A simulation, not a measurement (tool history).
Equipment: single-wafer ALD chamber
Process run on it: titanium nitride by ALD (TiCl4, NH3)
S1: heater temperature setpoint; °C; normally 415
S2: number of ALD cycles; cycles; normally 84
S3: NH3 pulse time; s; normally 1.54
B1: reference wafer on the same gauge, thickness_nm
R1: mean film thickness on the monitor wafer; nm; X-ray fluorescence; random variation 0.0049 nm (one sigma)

| run | day | S1 | S2 | S3 | B1 | R1 |
|---|---|---|---|---|---|---|
| 1 | 0.000 | 418 | 84 | 1.54 | 1.592 | 1.965 |
| 2 | 2.279 | 418 | 84 | 1.54 | 1.597 | 1.970 |
|  | 4.575 | gauge calibrated |
| 3 | 5.192 | 415 | 84 | 1.54 | 1.585 | 1.962 |
| 4 | 7.625 | 415 | 84 | 1.54 | 1.584 | 1.959 |
| 5 | 9.017 | 415 | 84 | 1.54 | 1.584 | 1.955 |
| 6 | 16.058 | 424 | 84 | 1.54 | 1.589 | 1.975 |
| 7 | 18.458 | 424 | 84 | 1.54 | 1.593 | 1.984 |
| 8 | 23.788 | 424 | 84 | 1.54 | 1.602 | 1.999 |
|  | 24.221 | thermocouple changed; heater temperature recalibrated |
| 9 | 25.021 | 415 | 84 | 1.54 | 1.605 | 1.976 |
|  | 27.000 | gauge calibrated |
| 10 | 27.029 | 415 | 84 | 1.54 | 1.579 | 1.952 |
| 11 | 29.162 | 415 | 84 | 1.31 | 1.578 | 1.938 |
| 12 | 31.371 | 400 | 75 | 1.35 | 1.580 | 1.726 |
| 13 | 33.483 | 415 | 84 | 2.00 | 1.580 | 1.963 |
|  | 34.442 | showerhead replaced |
| 14 | 34.779 | 415 | 84 | 1.54 | 1.582 | 1.956 |
| 15 | 36.867 | 423 | 84 | 1.54 | 1.583 | 1.972 |
| 16 | 38.725 | 415 | 84 | 1.54 | 1.584 | 1.966 |
| 17 | 40.788 | 415 | 84 | 1.54 | 1.588 | 1.968 |
| 18 | 43.175 | 422 | 72 | 1.93 | 1.591 | 1.700 |
| 19 | 45.550 | 411 | 97 | 1.17 | 1.594 | 2.257 |

Predict each of these 4 candidate next runs independently; none follows another, all start after run 19:
| A | 45.575 | 406 | 84 | 1.54 | ? | ? |
| B | 45.575 | 415 | 94 | 1.54 | ? | ? |
| C | 45.575 | 410 | 75 | 1.19 | ? | ? |
| D | 45.575 | 422 | 68 | 1.54 | ? | ? |

| run | B1 | R1 |
|---|---|---|
| A | 1.596 | 1.966 |
| B | 1.596 | 2.209 |
| C | 1.596 | 1.743 |
| D | 1.596 | 1.603 |
Without the tool's unlogged condition, the same runs would have read:
| run | R1 |
|---|---|
| A | 1.947 |
| B | 2.188 |
| C | 1.727 |
| D | 1.588 |

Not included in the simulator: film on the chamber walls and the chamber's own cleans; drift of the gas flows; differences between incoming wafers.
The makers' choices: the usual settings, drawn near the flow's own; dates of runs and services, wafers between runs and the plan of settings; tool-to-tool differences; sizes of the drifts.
